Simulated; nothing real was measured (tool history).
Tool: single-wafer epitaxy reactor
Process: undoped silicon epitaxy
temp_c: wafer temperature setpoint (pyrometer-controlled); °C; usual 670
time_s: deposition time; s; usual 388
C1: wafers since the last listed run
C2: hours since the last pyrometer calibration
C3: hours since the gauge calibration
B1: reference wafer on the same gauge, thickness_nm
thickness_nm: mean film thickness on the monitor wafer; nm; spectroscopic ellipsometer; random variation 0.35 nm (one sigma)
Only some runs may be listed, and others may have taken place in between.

Run 1, hour 0.0: usual settings; C1 0; C2 2243.3; C3 370.3; B1 113.036. Result: thickness_nm 125.972 nm.
Run 2, hour 12.1: usual settings; C1 60; C2 2255.4; C3 382.4; B1 112.924. Result: thickness_nm 125.509 nm.
Run 3, hour 34.1: usual settings; C1 110; C2 2277.4; C3 404.4; B1 112.963. Result: thickness_nm 125.372 nm.
Run 4, hour 45.8: usual settings; C1 58; C2 2289.1; C3 416.1; B1 113.023. Result: thickness_nm 126.333 nm.
Run 5, hour 60.1: usual settings; C1 71; C2 2303.4; C3 430.4; B1 113.027. Result: thickness_nm 126.182 nm.
Run 6, hour 70.2: usual settings; C1 50; C2 2313.5; C3 440.5; B1 113.024. Result: thickness_nm 126.073 nm.
Run 7, hour 85.0: usual settings; C1 74; C2 2328.3; C3 455.3; B1 113.066. Result: thickness_nm 125.936 nm.
Run 8, hour 98.7: usual settings but temp_c 662 °C; C1 68; C2 2342.0; C3 469.0; B1 112.973. Result: thickness_nm 103.952 nm.
Run 9, hour 109.9: usual settings but temp_c 666 °C; C1 56; C2 2353.2; C3 480.2; B1 113.069. Result: thickness_nm 114.881 nm.
Run 10, hour 125.1: usual settings but temp_c 666 °C; C1 76; C2 2368.4; C3 495.4; B1 113.038. Result: thickness_nm 115.120 nm.
Run 11, hour 136.2: usual settings but temp_c 664 °C, time_s 366 s; C1 55; C2 2379.5; C3 506.5; B1 113.017. Result: thickness_nm 103.269 nm.
Run 12, hour 149.7: usual settings but temp_c 664 °C, time_s 366 s; C1 67; C2 2393.0; C3 520.0; B1 112.941. Result: thickness_nm 103.595 nm.
Run 13, hour 165.3: usual settings but temp_c 664 °C, time_s 366 s; C1 78; C2 2408.6; C3 535.6; B1 113.061. Result: thickness_nm 103.345 nm.
Run 14, hour 178.2: usual settings; C1 64; C2 2421.5; C3 548.5; B1 113.019. Result: thickness_nm 126.332 nm.
Run 15, hour 188.4: usual settings; C1 51; C2 2431.7; C3 558.7; B1 112.927. Result: thickness_nm 126.600 nm.
Run 16, hour 194.9: usual settings; C1 32; C2 2438.2; C3 565.2; B1 113.043. Result: thickness_nm 125.836 nm.
Run 17, hour 208.4: usual settings; C1 67; C2 2451.7; C3 578.7; B1 112.977. Result: thickness_nm 125.655 nm.
Run 18, hour 215.6: usual settings; C1 36; C2 2458.9; C3 585.9; B1 113.002. Result: thickness_nm 126.980 nm.
Run 19, hour 226.0: usual settings; C1 52; C2 2469.3; C3 596.3; B1 113.001. Result: thickness_nm 125.705 nm.
Run 20, hour 234.8: usual settings; C1 44; C2 2478.1; C3 605.1; B1 112.995. Result: thickness_nm 125.471 nm.
Run 21, hour 249.1: usual settings; C1 71; C2 2492.4; C3 619.4; B1 113.040. Result: thickness_nm 126.384 nm.
Run 22, hour 266.1: usual settings; C1 85; C2 2509.4; C3 636.4; B1 113.022. Result: thickness_nm 125.974 nm.
Run 23, hour 309.0: usual settings but temp_c 674 °C, time_s 325 s; C1 215; C2 2552.3; C3 679.3; B1 112.947. Result: thickness_nm 116.098 nm.
Run 24, hour 323.8: usual settings but temp_c 665 °C, time_s 342 s; C1 74; C2 2567.1; C3 694.1; B1 112.969. Result: thickness_nm 99.534 nm.
Run 25, hour 339.9: usual settings but time_s 464 s; C1 81; C2 2583.2; C3 710.2; B1 112.993. Result: thickness_nm 150.713 nm.
At hour 354.2: pyrometer calibrated.
At hour 389.3: gauge calibrated.
Run 26, hour 392.3: usual settings but temp_c 666 °C, time_s 446 s; C1 223; C2 38.1; C3 3.0; B1 113.005. Result: thickness_nm 120.066 nm.
Run 27, hour 399.5: usual settings but temp_c 684 °C, time_s 415 s; C1 36; C2 45.3; C3 10.2; B1 112.995. Result: thickness_nm 170.915 nm.
Run 28, hour 406.0: usual settings but temp_c 661 °C, time_s 366 s; C1 32; C2 51.8; C3 16.7; B1 112.997. Result: thickness_nm 87.346 nm.
Run 29, hour 417.5: usual settings; C1 57; C2 63.3; C3 28.2; B1 113.042. Result: thickness_nm 114.350 nm.
Run 30, hour 435.4: usual settings; C1 90; C2 81.2; C3 46.1; B1 113.099. Result: thickness_nm 114.774 nm.
Run 31, hour 449.7: usual settings but temp_c 664 °C, time_s 366 s; C1 71; C2 95.5; C3 60.4; B1 113.031. Result: thickness_nm 94.152 nm.
Run 32, hour 460.9: usual settings but temp_c 661 °C, time_s 320 s; C1 56; C2 106.7; C3 71.6; B1 112.943. Result: thickness_nm 76.809 nm.
Run 33, hour 473.7: usual settings; C1 64; C2 119.5; C3 84.4; B1 112.973. Result: thickness_nm 115.398 nm.
Run 34, hour 481.8: usual settings but temp_c 680 °C, time_s 425 s; C1 40; C2 127.6; C3 92.5; B1 113.087. Result: thickness_nm 160.537 nm.
Run 35, hour 489.1: usual settings; C1 36; C2 134.9; C3 99.8; B1 112.972. Result: thickness_nm 115.500 nm.
Run 36, hour 503.4: usual settings but temp_c 677 °C, time_s 352 s; C1 71; C2 149.2; C3 114.1; B1 113.005. Result: thickness_nm 123.547 nm.
Run 37, hour 538.1: usual settings but temp_c 676 °C, time_s 427 s; C1 174; C2 183.9; C3 148.8; B1 113.067. Result: thickness_nm 147.054 nm.
Run 38, hour 553.5: usual settings but temp_c 674 °C, time_s 464 s; C1 77; C2 199.3; C3 164.2; B1 112.978. Result: thickness_nm 152.576 nm.
Run 39, hour 561.3: usual settings but temp_c 683 °C, time_s 456 s; C1 39; C2 207.1; C3 172.0; B1 113.031. Result: thickness_nm 186.246 nm.
Run 40, hour 573.9: usual settings but temp_c 682 °C, time_s 441 s; C1 63; C2 219.7; C3 184.6; B1 112.902. Result: thickness_nm 174.826 nm.
Run 41, hour 587.3: usual settings but temp_c 660 °C, time_s 324 s; C1 67; C2 233.1; C3 198.0; B1 113.016. Result: thickness_nm 76.574 nm.

Table of differences, measured result less the result of that run with no hidden state. Run-to-run variation is the same in both. Gauge scatter possibly is not:
The tool's hidden condition here consists of: wafer temperature above the value expected at the setpoint (K); gauge reads high (%).
run  thickness_nm
  1       +10.444
  2       +10.418
  3       +10.429
  4       +10.521
  5       +10.523
  6       +10.524
  7       +10.526
  8        +8.863
  9        +9.714
 10        +9.747
 11        +8.792
 12        +8.830
 13        +8.821
 14       +10.645
 15       +10.676
 16       +10.618
 17       +10.614
 18       +10.732
 19       +10.633
 20       +10.620
 21       +10.709
 22       +10.688
 23        +9.790
 24        +8.579
 25       +12.855
 26        -0.807
 27        -0.995
 28        -0.487
 29        -0.509
 30        -0.335
 31        -0.165
 32        -0.063
 33        +0.028
 34        +0.140
 35        +0.171
 36        +0.317
 37        +0.765
 38        +0.971
 39        +1.264
 40        +1.346
 41        +0.697
